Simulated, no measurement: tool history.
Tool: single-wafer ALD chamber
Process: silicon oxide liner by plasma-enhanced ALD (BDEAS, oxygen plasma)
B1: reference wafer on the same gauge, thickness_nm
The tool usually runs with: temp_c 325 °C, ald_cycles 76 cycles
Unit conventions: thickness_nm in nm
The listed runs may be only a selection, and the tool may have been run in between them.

run 1 hour=0.0 | temp_c=329 ald_cycles=84 | B1=5.819 | thickness_nm=7.336
run 2 hour=90.9 | temp_c=329 ald_cycles=84 | B1=5.813 | thickness_nm=7.328
run 3 hour=184.9 | temp_c=329 ald_cycles=84 | B1=5.818 | thickness_nm=7.332
run 4 hour=262.2 | temp_c=325 ald_cycles=76 | B1=5.815 | thickness_nm=6.685
run 5 hour=442.3 | temp_c=336 ald_cycles=76 | B1=5.823 | thickness_nm=6.580
-- hour=479.3 gauge calibrated
run 6 hour=525.3 | temp_c=325 ald_cycles=76 | B1=5.821 | thickness_nm=6.680
-- hour=551.9 thermocouple changed; heater temperature recalibrated
run 7 hour=566.7 | temp_c=325 ald_cycles=76 | B1=5.814 | thickness_nm=6.649
run 8 hour=668.6 | temp_c=325 ald_cycles=76 | B1=5.822 | thickness_nm=6.671
run 9 hour=766.7 | temp_c=332 ald_cycles=81 | B1=5.821 | thickness_nm=7.002
run 10 hour=832.5 | temp_c=325 ald_cycles=65 | B1=5.823 | thickness_nm=5.699
run 11 hour=893.9 | temp_c=339 ald_cycles=90 | B1=5.824 | thickness_nm=7.748
run 12 hour=951.3 | temp_c=340 ald_cycles=71 | B1=5.824 | thickness_nm=6.101
run 13 hour=996.5 | temp_c=325 ald_cycles=76 | B1=5.818 | thickness_nm=6.681
run 14 hour=1047.6 | temp_c=334 ald_cycles=84 | B1=5.824 | thickness_nm=7.272
run 15 hour=1149.1 | temp_c=337 ald_cycles=71 | B1=5.818 | thickness_nm=6.118
run 16 hour=1199.7 | temp_c=332 ald_cycles=89 | B1=5.825 | thickness_nm=7.732

Run-by-run hidden state of the tool:
wafer temperature above the value expected at the setpoint (K): 0 in every run
gauge reads high (%): 0 in every run
